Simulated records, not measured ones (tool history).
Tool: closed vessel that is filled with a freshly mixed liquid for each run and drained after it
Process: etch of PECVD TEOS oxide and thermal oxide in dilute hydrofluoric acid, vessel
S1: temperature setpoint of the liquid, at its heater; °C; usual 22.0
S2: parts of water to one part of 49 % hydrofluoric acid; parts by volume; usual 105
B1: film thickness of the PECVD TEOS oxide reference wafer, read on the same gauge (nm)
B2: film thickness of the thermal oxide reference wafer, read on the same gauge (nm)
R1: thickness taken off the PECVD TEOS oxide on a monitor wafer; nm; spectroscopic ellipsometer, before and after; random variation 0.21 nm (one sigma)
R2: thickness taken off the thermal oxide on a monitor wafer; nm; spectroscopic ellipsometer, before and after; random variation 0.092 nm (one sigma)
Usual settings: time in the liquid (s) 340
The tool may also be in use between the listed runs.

run 1 day=0.000 | S1=18.0 S2=105 time_in_the_liquid_(s)=340 | B1=90.00 B2=79.98 | R1=37.05 R2=11.16
run 2 day=0.442 | S1=18.0 S2=105 time_in_the_liquid_(s)=340 | B1=90.00 B2=80.03 | R1=36.94 R2=11.27
run 3 day=0.900 | S1=24.0 S2=105 time_in_the_liquid_(s)=340 | B1=90.00 B2=79.98 | R1=48.18 R2=14.38
run 4 day=1.312 | S1=24.0 S2=105 time_in_the_liquid_(s)=340 | B1=89.98 B2=79.96 | R1=47.93 R2=14.23
run 5 day=1.638 | S1=20.5 S2=105 time_in_the_liquid_(s)=340 | B1=90.01 B2=79.96 | R1=41.68 R2=12.60
run 6 day=2.358 | S1=20.5 S2=105 time_in_the_liquid_(s)=340 | B1=89.97 B2=80.00 | R1=41.84 R2=12.54
-- day=2.683 hydrofluoric acid flow meter replaced
run 7 day=3.067 | S1=22.0 S2=105 time_in_the_liquid_(s)=340 | B1=89.98 B2=80.02 | R1=41.53 R2=12.40
run 8 day=3.396 | S1=22.0 S2=105 time_in_the_liquid_(s)=340 | B1=89.99 B2=80.00 | R1=41.55 R2=12.36
run 9 day=4.038 | S1=22.0 S2=105 time_in_the_liquid_(s)=340 | B1=90.02 B2=80.00 | R1=41.71 R2=12.52
-- day=4.650 gauge calibrated
run 10 day=4.733 | S1=26.0 S2=140 time_in_the_liquid_(s)=340 | B1=90.03 B2=79.97 | R1=35.18 R2=10.53
run 11 day=5.246 | S1=22.0 S2=105 time_in_the_liquid_(s)=340 | B1=89.99 B2=79.98 | R1=41.53 R2=12.43
run 12 day=5.850 | S1=26.5 S2=120 time_in_the_liquid_(s)=340 | B1=90.00 B2=79.99 | R1=42.28 R2=12.82
-- day=6.017 thermometer replaced
run 13 day=6.442 | S1=22.0 S2=105 time_in_the_liquid_(s)=340 | B1=89.99 B2=80.00 | R1=41.64 R2=12.56
run 14 day=7.042 | S1=22.0 S2=120 time_in_the_liquid_(s)=340 | B1=89.99 B2=79.98 | R1=35.58 R2=10.81
run 15 day=7.408 | S1=19.0 S2=145 time_in_the_liquid_(s)=140 | B1=90.00 B2=79.98 | R1=10.44 R2=3.18
run 16 day=8.096 | S1=22.0 S2=105 time_in_the_liquid_(s)=250 | B1=90.00 B2=79.97 | R1=30.95 R2=9.24
run 17 day=8.692 | S1=22.0 S2=105 time_in_the_liquid_(s)=280 | B1=90.00 B2=80.04 | R1=34.55 R2=10.30
run 18 day=9.025 | S1=23.5 S2=105 time_in_the_liquid_(s)=435 | B1=89.99 B2=79.98 | R1=56.83 R2=17.10
run 19 day=9.421 | S1=26.5 S2=105 time_in_the_liquid_(s)=340 | B1=90.01 B2=79.96 | R1=50.43 R2=15.13
run 20 day=9.825 | S1=26.0 S2=145 time_in_the_liquid_(s)=165 | B1=90.01 B2=80.00 | R1=16.42 R2=4.90
run 21 day=10.375 | S1=22.0 S2=105 time_in_the_liquid_(s)=340 | B1=90.00 B2=80.02 | R1=41.89 R2=12.60
run 22 day=11.029 | S1=25.0 S2=145 time_in_the_liquid_(s)=340 | B1=90.01 B2=80.01 | R1=32.64 R2=9.84
run 23 day=11.629 | S1=24.5 S2=105 time_in_the_liquid_(s)=270 | B1=90.00 B2=79.98 | R1=36.57 R2=11.18
run 24 day=12.042 | S1=26.5 S2=75 time_in_the_liquid_(s)=155 | B1=90.00 B2=80.00 | R1=33.79 R2=10.11
run 25 day=12.421 | S1=19.5 S2=150 time_in_the_liquid_(s)=225 | B1=90.00 B2=80.01 | R1=16.91 R2=5.07
run 26 day=13.062 | S1=26.0 S2=125 time_in_the_liquid_(s)=135 | B1=90.01 B2=79.98 | R1=16.15 R2=4.81
run 27 day=13.679 | S1=22.0 S2=105 time_in_the_liquid_(s)=340 | B1=90.02 B2=80.02 | R1=42.31 R2=12.65

Measured less the same run without the tool's hidden state. The same run-to-run variation is in both; the gauge's scatter may not be:
The hidden state here: liquid colder than its thermometer reads (K); hydrofluoric acid flow above the setpoint (%); gauge reads high (%).
run=1 R1=+2.32 R2=+0.70
run=2 R1=+2.34 R2=+0.71
run=3 R1=+3.13 R2=+0.93
run=4 R1=+3.14 R2=+0.93
run=5 R1=+2.74 R2=+0.82
run=6 R1=+2.79 R2=+0.84
run=7 R1=+0.17 R2=+0.05
run=8 R1=+0.20 R2=+0.05
run=9 R1=+0.25 R2=+0.08
run=10 R1=+0.27 R2=+0.08
run=11 R1=+0.34 R2=+0.10
run=12 R1=+0.40 R2=+0.12
run=13 R1=+0.42 R2=+0.13
run=14 R1=+0.41 R2=+0.13
run=15 R1=+0.13 R2=+0.04
run=16 R1=+0.41 R2=+0.13
run=17 R1=+0.49 R2=+0.14
run=18 R1=+0.86 R2=+0.26
run=19 R1=+0.80 R2=+0.24
run=20 R1=+0.28 R2=+0.08
run=21 R1=+0.72 R2=+0.22
run=22 R1=+0.63 R2=+0.19
run=23 R1=+0.72 R2=+0.22
run=24 R1=+0.68 R2=+0.20
run=25 R1=+0.37 R2=+0.11
run=26 R1=+0.37 R2=+0.11
run=27 R1=+0.98 R2=+0.29
